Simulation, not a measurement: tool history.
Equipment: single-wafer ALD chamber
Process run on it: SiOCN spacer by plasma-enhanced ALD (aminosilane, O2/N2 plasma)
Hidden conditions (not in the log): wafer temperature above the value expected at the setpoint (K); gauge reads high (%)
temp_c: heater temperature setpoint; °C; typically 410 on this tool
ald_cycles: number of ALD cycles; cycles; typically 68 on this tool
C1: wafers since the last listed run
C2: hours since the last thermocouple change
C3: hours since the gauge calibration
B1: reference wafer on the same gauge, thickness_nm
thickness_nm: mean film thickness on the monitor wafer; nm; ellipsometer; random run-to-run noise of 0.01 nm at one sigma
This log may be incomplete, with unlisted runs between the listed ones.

{"run": 1, "day": 0.0, "temp_c": 422, "ald_cycles": 68, "C1": 0, "C2": 2520.5, "C3": 266.0, "B1": 3.876, "thickness_nm": 3.903}
{"run": 2, "day": 0.433, "temp_c": 418, "ald_cycles": 68, "C1": 44, "C2": 2530.9, "C3": 276.4, "B1": 3.873, "thickness_nm": 3.954}
{"run": 3, "day": 0.688, "temp_c": 405, "ald_cycles": 68, "C1": 25, "C2": 2537.0, "C3": 282.5, "B1": 3.877, "thickness_nm": 4.142}
{"run": 4, "day": 1.312, "temp_c": 405, "ald_cycles": 68, "C1": 63, "C2": 2552.0, "C3": 297.5, "B1": 3.871, "thickness_nm": 4.148}
{"run": 5, "day": 1.925, "temp_c": 410, "ald_cycles": 68, "C1": 62, "C2": 2566.7, "C3": 312.2, "B1": 3.878, "thickness_nm": 4.082}
{"run": 6, "day": 2.333, "temp_c": 410, "ald_cycles": 68, "C1": 41, "C2": 2576.5, "C3": 322.0, "B1": 3.878, "thickness_nm": 4.074}
{"run": 7, "day": 2.608, "temp_c": 416, "ald_cycles": 68, "C1": 28, "C2": 2583.1, "C3": 328.6, "B1": 3.88, "thickness_nm": 4.006}
{"run": 8, "day": 3.117, "temp_c": 410, "ald_cycles": 61, "C1": 51, "C2": 2595.3, "C3": 340.8, "B1": 3.881, "thickness_nm": 3.649}
{"run": 9, "day": 3.575, "temp_c": 410, "ald_cycles": 61, "C1": 46, "C2": 2606.3, "C3": 351.8, "B1": 3.882, "thickness_nm": 3.667}
{"run": 10, "day": 4.442, "temp_c": 410, "ald_cycles": 68, "C1": 88, "C2": 2627.1, "C3": 372.6, "B1": 3.883, "thickness_nm": 4.065}
{"run": 11, "day": 4.771, "temp_c": 410, "ald_cycles": 68, "C1": 33, "C2": 2635.0, "C3": 380.5, "B1": 3.887, "thickness_nm": 4.087}
{"run": 12, "day": 5.417, "temp_c": 410, "ald_cycles": 68, "C1": 65, "C2": 2650.5, "C3": 396.0, "B1": 3.884, "thickness_nm": 4.07}
{"run": 13, "day": 5.95, "temp_c": 410, "ald_cycles": 68, "C1": 54, "C2": 2663.3, "C3": 408.8, "B1": 3.887, "thickness_nm": 4.089}
{"run": 14, "day": 6.5, "temp_c": 407, "ald_cycles": 65, "C1": 56, "C2": 2676.5, "C3": 422.0, "B1": 3.886, "thickness_nm": 3.941}
{"run": 15, "day": 6.942, "temp_c": 407, "ald_cycles": 65, "C1": 44, "C2": 2687.1, "C3": 432.6, "B1": 3.892, "thickness_nm": 3.936}
{"run": 16, "day": 7.65, "temp_c": 410, "ald_cycles": 68, "C1": 72, "C2": 2704.1, "C3": 449.6, "B1": 3.89, "thickness_nm": 4.09}
{"run": 17, "day": 8.017, "temp_c": 400, "ald_cycles": 68, "C1": 37, "C2": 2712.9, "C3": 458.4, "B1": 3.889, "thickness_nm": 4.228}
{"run": 18, "day": 8.462, "temp_c": 400, "ald_cycles": 68, "C1": 45, "C2": 2723.6, "C3": 469.1, "B1": 3.895, "thickness_nm": 4.223}
{"run": 19, "day": 8.967, "temp_c": 400, "ald_cycles": 68, "C1": 51, "C2": 2735.7, "C3": 481.2, "B1": 3.888, "thickness_nm": 4.214}
{"run": 20, "day": 9.525, "temp_c": 410, "ald_cycles": 78, "C1": 56, "C2": 2749.1, "C3": 494.6, "B1": 3.891, "thickness_nm": 4.705}
{"run": 21, "day": 10.104, "temp_c": 410, "ald_cycles": 78, "C1": 58, "C2": 2763.0, "C3": 508.5, "B1": 3.893, "thickness_nm": 4.7}
{"run": 22, "day": 10.679, "temp_c": 410, "ald_cycles": 78, "C1": 58, "C2": 2776.8, "C3": 522.3, "B1": 3.892, "thickness_nm": 4.705}
{"run": 23, "day": 11.021, "temp_c": 404, "ald_cycles": 77, "C1": 34, "C2": 2785.0, "C3": 530.5, "B1": 3.893, "thickness_nm": 4.73}
{"run": 24, "day": 11.354, "temp_c": 399, "ald_cycles": 81, "C1": 33, "C2": 2793.0, "C3": 538.5, "B1": 3.898, "thickness_nm": 5.035}
{"run": 25, "day": 11.783, "temp_c": 402, "ald_cycles": 62, "C1": 43, "C2": 2803.3, "C3": 548.8, "B1": 3.888, "thickness_nm": 3.837}
{"run": 26, "day": 12.304, "temp_c": 415, "ald_cycles": 75, "C1": 53, "C2": 2815.8, "C3": 561.3, "B1": 3.897, "thickness_nm": 4.43}
{"run": 27, "day": 12.842, "temp_c": 418, "ald_cycles": 68, "C1": 54, "C2": 2828.7, "C3": 574.2, "B1": 3.898, "thickness_nm": 3.993}
{"day": 13.396, "done": "gauge calibrated"}
{"run": 28, "day": 14.504, "temp_c": 410, "ald_cycles": 68, "C1": 169, "C2": 2868.6, "C3": 26.6, "B1": 3.837, "thickness_nm": 4.017}
{"run": 29, "day": 14.921, "temp_c": 423, "ald_cycles": 74, "C1": 42, "C2": 2878.6, "C3": 36.6, "B1": 3.832, "thickness_nm": 4.206}
{"run": 30, "day": 15.633, "temp_c": 423, "ald_cycles": 75, "C1": 72, "C2": 2895.7, "C3": 53.7, "B1": 3.842, "thickness_nm": 4.263}
{"run": 31, "day": 16.15, "temp_c": 415, "ald_cycles": 75, "C1": 52, "C2": 2908.1, "C3": 66.1, "B1": 3.843, "thickness_nm": 4.378}
{"run": 32, "day": 16.412, "temp_c": 401, "ald_cycles": 60, "C1": 26, "C2": 2914.4, "C3": 72.4, "B1": 3.848, "thickness_nm": 3.674}
{"day": 16.75, "done": "thermocouple changed; heater temperature recalibrated"}
{"run": 33, "day": 16.771, "temp_c": 424, "ald_cycles": 81, "C1": 2, "C2": 0.5, "C3": 81.0, "B1": 3.848, "thickness_nm": 4.609}
{"run": 34, "day": 17.283, "temp_c": 418, "ald_cycles": 63, "C1": 52, "C2": 12.8, "C3": 93.3, "B1": 3.853, "thickness_nm": 3.653}
{"run": 35, "day": 17.538, "temp_c": 399, "ald_cycles": 81, "C1": 25, "C2": 18.9, "C3": 99.4, "B1": 3.859, "thickness_nm": 4.983}
{"run": 36, "day": 17.971, "temp_c": 403, "ald_cycles": 68, "C1": 44, "C2": 29.3, "C3": 109.8, "B1": 3.86, "thickness_nm": 4.169}
{"run": 37, "day": 20.162, "temp_c": 418, "ald_cycles": 68, "C1": 223, "C2": 81.9, "C3": 162.4, "B1": 3.868, "thickness_nm": 3.952}
{"run": 38, "day": 20.442, "temp_c": 401, "ald_cycles": 60, "C1": 28, "C2": 88.6, "C3": 169.1, "B1": 3.872, "thickness_nm": 3.693}
{"run": 39, "day": 20.692, "temp_c": 419, "ald_cycles": 68, "C1": 25, "C2": 94.6, "C3": 175.1, "B1": 3.873, "thickness_nm": 3.952}
{"run": 40, "day": 21.4, "temp_c": 410, "ald_cycles": 68, "C1": 72, "C2": 111.6, "C3": 192.1, "B1": 3.872, "thickness_nm": 4.095}
{"run": 41, "day": 22.146, "temp_c": 400, "ald_cycles": 59, "C1": 75, "C2": 129.5, "C3": 210.0, "B1": 3.88, "thickness_nm": 3.661}
{"run": 42, "day": 22.604, "temp_c": 410, "ald_cycles": 68, "C1": 46, "C2": 140.5, "C3": 221.0, "B1": 3.879, "thickness_nm": 4.067}
{"run": 43, "day": 23.258, "temp_c": 410, "ald_cycles": 68, "C1": 66, "C2": 156.2, "C3": 236.7, "B1": 3.88, "thickness_nm": 4.075}
{"run": 44, "day": 23.796, "temp_c": 400, "ald_cycles": 78, "C1": 54, "C2": 169.1, "C3": 249.6, "B1": 3.883, "thickness_nm": 4.804}

Results for each run, recomputed without the tool's hidden state and with each run's random variation untouched:
run=1 thickness_nm=3.839
run=2 thickness_nm=3.888
run=3 thickness_nm=4.072
run=4 thickness_nm=4.076
run=5 thickness_nm=4.009
run=6 thickness_nm=4.001
run=7 thickness_nm=3.933
run=8 thickness_nm=3.581
run=9 thickness_nm=3.598
run=10 thickness_nm=3.987
run=11 thickness_nm=4.008
run=12 thickness_nm=3.990
run=13 thickness_nm=4.007
run=14 thickness_nm=3.862
run=15 thickness_nm=3.856
run=16 thickness_nm=4.006
run=17 thickness_nm=4.140
run=18 thickness_nm=4.135
run=19 thickness_nm=4.125
run=20 thickness_nm=4.605
run=21 thickness_nm=4.600
run=22 thickness_nm=4.604
run=23 thickness_nm=4.627
run=24 thickness_nm=4.925
run=25 thickness_nm=3.753
run=26 thickness_nm=4.333
run=27 thickness_nm=3.905
run=28 thickness_nm=3.995
run=29 thickness_nm=4.178
run=30 thickness_nm=4.228
run=31 thickness_nm=4.338
run=32 thickness_nm=3.639
run=33 thickness_nm=4.561
run=34 thickness_nm=3.612
run=35 thickness_nm=4.925
run=36 thickness_nm=4.117
run=37 thickness_nm=3.891
run=38 thickness_nm=3.635
run=39 thickness_nm=3.888
run=40 thickness_nm=4.026
run=41 thickness_nm=3.596
run=42 thickness_nm=3.993
run=43 thickness_nm=3.999
run=44 thickness_nm=4.712

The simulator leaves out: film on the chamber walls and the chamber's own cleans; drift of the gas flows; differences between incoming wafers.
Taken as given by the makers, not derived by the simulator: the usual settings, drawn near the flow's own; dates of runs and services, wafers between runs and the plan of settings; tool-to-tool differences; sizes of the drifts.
